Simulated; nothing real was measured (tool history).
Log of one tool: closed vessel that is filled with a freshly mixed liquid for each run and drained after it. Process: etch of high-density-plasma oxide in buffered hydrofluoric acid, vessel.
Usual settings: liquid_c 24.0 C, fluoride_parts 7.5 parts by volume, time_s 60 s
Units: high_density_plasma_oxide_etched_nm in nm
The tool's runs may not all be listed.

run     day  liquid_c  fluoride_parts  time_s  wafers since the last listed run  hours since the thermometer was replaced  hours since the hydrofluoric acid flow meter was replaced  hours since the gauge calibration  read-back film thickness of the high-density-plasma oxide reference wafer, read on the same gauge (nm)  high_density_plasma_oxide_etched_nm
  1   0.000      24.0             7.5      60                                 0                                    1131.8                                                     1092.6                               66.1                                                                                                  109.97                               141.41
  2   0.721      24.0             7.5      70                              1536                                    1149.1                                                     1109.9                               83.4                                                                                                  110.01                               164.83
  3   1.029      24.0             7.5      70                               657                                    1156.5                                                     1117.3                               90.8                                                                                                  110.03                               167.56
  4   1.483      21.5             7.5      60                               967                                    1167.4                                                     1128.2                              101.7                                                                                                  109.99                               123.16
  5   1.862      21.5             7.5      60                               807                                    1176.5                                                     1137.3                              110.8                                                                                                  110.01                               123.38
  6   2.196      21.5             7.5      60                               710                                    1184.5                                                     1145.3                              118.8                                                                                                  109.93                               124.38
  7   2.842      24.0             7.5      60                              1376                                    1200.0                                                     1160.8                              134.3                                                                                                  110.05                               142.80
  8   3.262      24.0             6.0      60                               896                                    1210.1                                                     1170.9                              144.4                                                                                                  109.96                               174.57
  9   3.521      24.0             7.5      60                               550                                    1216.3                                                     1177.1                              150.6                                                                                                  110.01                               142.90
 10   3.879      24.0             7.5      60                               763                                    1224.9                                                     1185.7                              159.2                                                                                                  109.98                               143.60
 11   4.492      24.0             7.5      60                              1305                                    1239.6                                                     1200.4                              173.9                                                                                                  110.03                               143.98
      5.083  -- thermometer replaced
 12   5.129      24.0             7.5      60                              1269                                       1.1                                                     1215.7                              189.2                                                                                                  110.00                               142.38
 13   5.479      24.0             7.5      60                               745                                       9.5                                                     1224.1                              197.6                                                                                                  109.98                               143.37
 14   5.762      24.0             7.5      60                               603                                      16.3                                                     1230.9                              204.4                                                                                                  109.98                               143.25
 15   6.404      24.0             9.5      60                              1367                                      31.7                                                     1246.3                              219.8                                                                                                  110.02                               111.95
 16   6.921      24.0             7.5      60                              1100                                      44.1                                                     1258.7                              232.2                                                                                                  109.98                               139.91
      8.025  -- gauge calibrated
 17   8.800      24.0             7.5      60                              4004                                      89.2                                                     1303.8                               18.6                                                                                                  110.05                               145.17
 18   9.467      24.0             7.5      40                              1420                                     105.2                                                     1319.8                               34.6                                                                                                  110.02                                94.41
 19  10.071      24.0             7.5      60                              1287                                     119.7                                                     1334.3                               49.1                                                                                                  110.04                               141.54
     10.396  -- hydrofluoric acid flow meter replaced
 20  10.417      21.0             7.5      30                               648                                     128.0                                                        0.5                               57.4                                                                                                  110.04                                64.50
 21  10.650      29.0             9.0      60                               497                                     133.6                                                        6.1                               63.0                                                                                                  110.03                               167.33
 22  10.992      24.0             7.5      60                               728                                     141.8                                                       14.3                               71.2                                                                                                  110.01                               151.83
 23  11.350      24.0             7.5      60                               763                                     150.4                                                       22.9                               79.8                                                                                                  110.01                               150.13
 24  12.008      24.0            10.5      45                              1402                                     166.2                                                       38.7                               95.6                                                                                                  110.05                                80.59

Run 25 comes next. What will it give?
 25  12.512      24.0            10.5      50                              1074                                     178.3                                                       50.8                              107.7                                                                                                       ?                                    ?

{"run 25": {"read-back film thickness of the high-density-plasma oxide reference wafer, read on the same gauge (nm)": 110.01, "high_density_plasma_oxide_etched_nm": 90.5}}
Without the tool's hidden state the same run would have given high_density_plasma_oxide_etched_nm 81.28 nm.
